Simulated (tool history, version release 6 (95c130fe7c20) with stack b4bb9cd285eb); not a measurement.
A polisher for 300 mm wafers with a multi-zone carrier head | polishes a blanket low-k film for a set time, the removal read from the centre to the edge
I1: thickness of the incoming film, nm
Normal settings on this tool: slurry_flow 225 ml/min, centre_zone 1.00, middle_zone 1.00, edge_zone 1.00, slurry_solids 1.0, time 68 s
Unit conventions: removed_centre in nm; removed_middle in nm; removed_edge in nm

run 1 hour=0.0 | slurry_flow=225 centre_zone=1.00 middle_zone=1.00 edge_zone=1.00 slurry_solids=1.0 time=68 | I1=654.3 | removed_centre=25.0 removed_middle=24.1 removed_edge=23.1
-- hour=0.7 worn pad replaced by a new one
run 2 hour=13.2 | slurry_flow=225 centre_zone=1.00 middle_zone=1.00 edge_zone=1.00 slurry_solids=1.0 time=68 | I1=657.6 | removed_centre=24.9 removed_middle=24.0 removed_edge=23.0
run 3 hour=27.6 | slurry_flow=225 centre_zone=1.03 middle_zone=1.00 edge_zone=1.00 slurry_solids=1.0 time=68 | I1=650.9 | removed_centre=25.6 removed_middle=24.5 removed_edge=22.9
run 4 hour=41.2 | slurry_flow=225 centre_zone=1.03 middle_zone=1.00 edge_zone=1.00 slurry_solids=1.0 time=68 | I1=650.4 | removed_centre=25.7 removed_middle=24.3 removed_edge=22.6
run 5 hour=52.6 | slurry_flow=225 centre_zone=1.00 middle_zone=1.00 edge_zone=1.00 slurry_solids=1.0 time=68 | I1=654.6 | removed_centre=25.6 removed_middle=24.0 removed_edge=23.0
run 6 hour=60.1 | slurry_flow=225 centre_zone=1.00 middle_zone=0.94 edge_zone=1.00 slurry_solids=1.0 time=68 | I1=663.8 | removed_centre=25.0 removed_middle=23.6 removed_edge=22.8
-- hour=74.6 carrier head's membrane replaced by a new one
run 7 hour=75.1 | slurry_flow=225 centre_zone=1.00 middle_zone=1.00 edge_zone=1.06 slurry_solids=1.0 time=68 | I1=651.1 | removed_centre=25.1 removed_middle=24.5 removed_edge=23.1
-- hour=77.3 centre zone pressure recalibrated
-- hour=82.4 worn pad replaced by a new one
run 8 hour=91.6 | slurry_flow=225 centre_zone=1.00 middle_zone=1.00 edge_zone=1.06 slurry_solids=1.0 time=68 | I1=650.4 | removed_centre=19.9 removed_middle=24.0 removed_edge=23.5
-- hour=98.0 slurry nozzle cleaned
-- hour=99.8 edge zone pressure recalibrated
run 9 hour=101.2 | slurry_flow=255 centre_zone=0.89 middle_zone=1.00 edge_zone=1.00 slurry_solids=1.0 time=54 | I1=650.5 | removed_centre=14.1 removed_middle=19.4 removed_edge=18.1
run 10 hour=109.5 | slurry_flow=225 centre_zone=1.00 middle_zone=1.00 edge_zone=1.00 slurry_solids=1.0 time=68 | I1=645.0 | removed_centre=20.0 removed_middle=24.3 removed_edge=22.7
-- hour=122.6 centre zone pressure recalibrated, repeated, since the last time left the tool worse
run 11 hour=123.1 | slurry_flow=280 centre_zone=1.05 middle_zone=1.08 edge_zone=1.00 slurry_solids=1.3 time=68 | I1=646.6 | removed_centre=28.9 removed_middle=30.6 removed_edge=27.6
run 12 hour=136.0 | slurry_flow=225 centre_zone=1.00 middle_zone=1.00 edge_zone=1.00 slurry_solids=1.0 time=68 | I1=655.5 | removed_centre=23.5 removed_middle=24.1 removed_edge=22.8
run 13 hour=149.1 | slurry_flow=265 centre_zone=1.00 middle_zone=1.00 edge_zone=1.00 slurry_solids=0.8 time=56 | I1=658.2 | removed_centre=15.8 removed_middle=16.5 removed_edge=15.4
run 14 hour=160.4 | slurry_flow=300 centre_zone=0.95 middle_zone=1.00 edge_zone=1.00 slurry_solids=1.0 time=77 | I1=650.0 | removed_centre=26.1 removed_middle=27.8 removed_edge=26.4
-- hour=172.2 worn pad replaced by a new one
run 15 hour=175.3 | slurry_flow=225 centre_zone=1.07 middle_zone=1.00 edge_zone=1.00 slurry_solids=1.0 time=47 | I1=650.7 | removed_centre=17.6 removed_middle=16.9 removed_edge=16.2
run 16 hour=190.5 | slurry_flow=225 centre_zone=1.11 middle_zone=1.00 edge_zone=1.00 slurry_solids=1.2 time=68 | I1=663.7 | removed_centre=29.6 removed_middle=27.5 removed_edge=26.0
run 17 hour=197.1 | slurry_flow=225 centre_zone=1.00 middle_zone=1.00 edge_zone=1.00 slurry_solids=1.0 time=68 | I1=647.4 | removed_centre=24.0 removed_middle=23.8 removed_edge=22.7

How would selected steps in removed_centre from run to run divide? Give the signed amount a tool lacking its hidden state would still show from settings, what came in and random variation, and the signed amount left for the hidden state, including any gauge scatter that is not in both of the compared results.
What the log doesn't record here: removal rate lost through wear of the pad, %; slurry flow missing at the pad, %; deviation of the centre zone's pressure from its setpoint, %; deviation of the edge zone's pressure from its setpoint, %.
Run 7 -> 8: centre zone pressure recalibrated, worn pad replaced by a new one. removed_centre -5.2 nm: hidden state -5.5, all else +0.3.
Run 15 -> 16: centre_zone 1.07 -> 1.11, slurry_solids 1.0 -> 1.2, time 47 -> 68. removed_centre +12.0 nm: hidden state +0.4, all else +11.6.

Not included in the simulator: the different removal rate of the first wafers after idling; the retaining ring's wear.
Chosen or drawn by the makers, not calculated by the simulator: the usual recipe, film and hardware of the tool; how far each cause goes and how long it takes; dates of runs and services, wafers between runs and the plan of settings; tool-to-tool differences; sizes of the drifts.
